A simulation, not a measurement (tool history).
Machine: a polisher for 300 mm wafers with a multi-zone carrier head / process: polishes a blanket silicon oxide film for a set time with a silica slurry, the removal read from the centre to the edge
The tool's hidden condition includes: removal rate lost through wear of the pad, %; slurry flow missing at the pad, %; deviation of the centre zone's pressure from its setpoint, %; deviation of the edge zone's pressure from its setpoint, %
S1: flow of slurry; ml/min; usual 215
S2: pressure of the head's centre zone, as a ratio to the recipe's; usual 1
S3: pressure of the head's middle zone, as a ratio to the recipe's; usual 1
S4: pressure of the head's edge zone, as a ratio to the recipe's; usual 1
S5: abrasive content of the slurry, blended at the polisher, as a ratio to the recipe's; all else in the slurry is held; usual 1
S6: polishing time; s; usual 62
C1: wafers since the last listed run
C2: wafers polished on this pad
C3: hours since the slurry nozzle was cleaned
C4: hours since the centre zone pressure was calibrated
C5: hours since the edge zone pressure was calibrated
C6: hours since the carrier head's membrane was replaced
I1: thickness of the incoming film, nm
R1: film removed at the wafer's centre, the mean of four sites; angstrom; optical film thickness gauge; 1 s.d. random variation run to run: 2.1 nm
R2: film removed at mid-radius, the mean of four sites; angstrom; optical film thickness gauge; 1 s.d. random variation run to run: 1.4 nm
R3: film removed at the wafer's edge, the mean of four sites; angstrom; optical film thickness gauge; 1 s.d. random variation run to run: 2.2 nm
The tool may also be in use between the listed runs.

run 1 hour=0 | S1=245 S2=1 S3=1 S4=1 S5=1 S6=62 | C1=0 C2=819 C3=404.4 C4=572.2 C5=256.7 C6=1158.1 | I1=1704 | R1=1881 R2=1858 R3=1926
run 2 hour=12.3 | S1=215 S2=1 S3=1 S4=1 S5=1 S6=62 | C1=104 C2=923 C3=416.7 C4=584.5 C5=269 C6=1170.4 | I1=1690.8 | R1=1875 R2=1859 R3=1882
-- hour=50.3 worn pad replaced by a new one
run 3 hour=50.8 | S1=215 S2=1 S3=1 S4=1 S5=1 S6=62 | C1=292 C2=4 C3=455.2 C4=623 C5=307.5 C6=1208.9 | I1=1701.6 | R1=1861 R2=1826 R3=1887
-- hour=80 edge zone pressure recalibrated
run 4 hour=82.9 | S1=215 S2=1 S3=1 S4=1 S5=1 S6=62 | C1=255 C2=259 C3=487.3 C4=655.1 C5=2.9 C6=1241 | I1=1697.8 | R1=1868 R2=1846 R3=1899
run 5 hour=114.4 | S1=215 S2=1 S3=1 S4=1 S5=1 S6=62 | C1=266 C2=526 C3=518.8 C4=686.6 C5=34.4 C6=1272.5 | I1=1714 | R1=1932 R2=1871 R3=1923
run 6 hour=143 | S1=215 S2=0.94 S3=1 S4=1 S5=1 S6=62 | C1=242 C2=768 C3=547.4 C4=715.2 C5=63 C6=1301.1 | I1=1731.9 | R1=1741 R2=1851 R3=1901
run 7 hour=155.6 | S1=215 S2=0.94 S3=1 S4=1 S5=1 S6=62 | C1=106 C2=875 C3=560 C4=727.8 C5=75.6 C6=1313.7 | I1=1705.8 | R1=1769 R2=1837 R3=1868
-- hour=164.9 worn pad replaced by a new one
run 8 hour=183.6 | S1=215 S2=1 S3=1 S4=1 S5=1 S6=62 | C1=203 C2=158 C3=588 C4=755.8 C5=103.6 C6=1341.7 | I1=1680.2 | R1=1899 R2=1829 R3=1894
run 9 hour=214.1 | S1=215 S2=1 S3=1 S4=1 S5=0.75 S6=56 | C1=258 C2=416 C3=618.5 C4=786.3 C5=134.1 C6=1372.2 | I1=1684.2 | R1=1485 R2=1497 R3=1518
-- hour=227.5 centre zone pressure recalibrated
run 10 hour=228.8 | S1=270 S2=1 S3=1.09 S4=1 S5=1 S6=62 | C1=107 C2=524 C3=633.2 C4=1.3 C5=148.8 C6=1386.9 | I1=1694.3 | R1=1928 R2=1991 R3=1945
run 11 hour=255.7 | S1=215 S2=1.06 S3=1 S4=1 S5=1 S6=70 | C1=227 C2=752 C3=660.1 C4=28.2 C5=175.7 C6=1413.8 | I1=1689.7 | R1=2223 R2=2082 R3=2149
-- hour=262 carrier head's membrane replaced by a new one
run 12 hour=285.2 | S1=215 S2=1 S3=1.08 S4=1 S5=1 S6=55 | C1=207 C2=960 C3=689.6 C4=57.7 C5=205.2 C6=23.2 | I1=1703.5 | R1=1661 R2=1713 R3=1699
-- hour=296.5 worn pad replaced by a new one
run 13 hour=315.4 | S1=215 S2=1 S3=1 S4=1 S5=1 S6=62 | C1=221 C2=159 C3=719.8 C4=87.9 C5=235.4 C6=53.4 | I1=1707.3 | R1=1890 R2=1829 R3=1899
-- hour=328.3 slurry nozzle cleaned
run 14 hour=340.2 | S1=215 S2=1 S3=0.94 S4=0.96 S5=1.3 S6=62 | C1=201 C2=361 C3=11.9 C4=112.7 C5=260.2 C6=78.2 | I1=1710.1 | R1=2045 R2=1948 R3=2026
run 15 hour=359.3 | S1=215 S2=1.09 S3=0.9 S4=1 S5=1 S6=62 | C1=161 C2=523 C3=31 C4=131.8 C5=279.3 C6=97.3 | I1=1706.7 | R1=2066 R2=1751 R3=1901
run 16 hour=377.9 | S1=250 S2=1 S3=1 S4=1 S5=0.85 S6=62 | C1=157 C2=680 C3=49.6 C4=150.4 C5=297.9 C6=115.9 | I1=1704.3 | R1=1755 R2=1773 R3=1763
-- hour=397.4 edge zone pressure recalibrated
-- hour=408.9 worn pad replaced by a new one
run 17 hour=409.4 | S1=215 S2=1 S3=1 S4=1 S5=1 S6=62 | C1=216 C2=4 C3=81.1 C4=181.9 C5=12 C6=147.4 | I1=1685.9 | R1=1875 R2=1866 R3=1886
run 18 hour=424.7 | S1=215 S2=1 S3=1 S4=1 S5=0.85 S6=62 | C1=129 C2=134 C3=96.4 C4=197.2 C5=27.3 C6=162.7 | I1=1726.3 | R1=1754 R2=1728 R3=1824
run 19 hour=439.6 | S1=215 S2=0.92 S3=1 S4=1 S5=1 S6=54 | C1=126 C2=260 C3=111.3 C4=212.1 C5=42.2 C6=177.6 | I1=1730.7 | R1=1504 R2=1611 R3=1650
run 20 hour=462.5 | S1=215 S2=1 S3=0.91 S4=1.05 S5=0.85 S6=75 | C1=194 C2=454 C3=134.2 C4=235 C5=65.1 C6=200.5 | I1=1697.9 | R1=2135 R2=1989 R3=2225
run 21 hour=489.8 | S1=215 S2=1 S3=1 S4=1 S5=1 S6=62 | C1=231 C2=685 C3=161.5 C4=262.3 C5=92.4 C6=227.8 | I1=1736.3 | R1=1932 R2=1853 R3=1886
run 22 hour=516.4 | S1=215 S2=1.07 S3=1.05 S4=0.93 S5=1 S6=83 | C1=225 C2=911 C3=188.1 C4=288.9 C5=119 C6=254.4 | I1=1684.7 | R1=2714 R2=2511 R3=2436

Consider 3 possible next runs. They are alternatives, not a sequence: every one starts from the tool as it was left by run 22. What does each give?
run A hour=516.8 | S1=215 S2=1 S3=1 S4=1 S5=1 S6=62 | C1=3 C2=914 C3=188.5 C4=289.3 C5=119.4 C6=254.8 | I1=1693.4 | R1=? R2=? R3=?
run B hour=516.8 | S1=160 S2=1 S3=0.88 S4=1 S5=1 S6=62 | C1=3 C2=914 C3=188.5 C4=289.3 C5=119.4 C6=254.8 | I1=1693.4 | R1=? R2=? R3=?
run C hour=516.8 | S1=215 S2=1 S3=0.89 S4=1 S5=1 S6=62 | C1=3 C2=914 C3=188.5 C4=289.3 C5=119.4 C6=254.8 | I1=1693.4 | R1=? R2=? R3=?

run=A R1=1865 R2=1857 R3=1853
run=B R1=1760 R2=1652 R3=1787
run=C R1=1865 R2=1749 R3=1855
Without the tool's unlogged condition, the same runs would have read:
run=A R1=1865 R2=1857 R3=1853
run=B R1=1760 R2=1652 R3=1787
run=C R1=1865 R2=1749 R3=1855
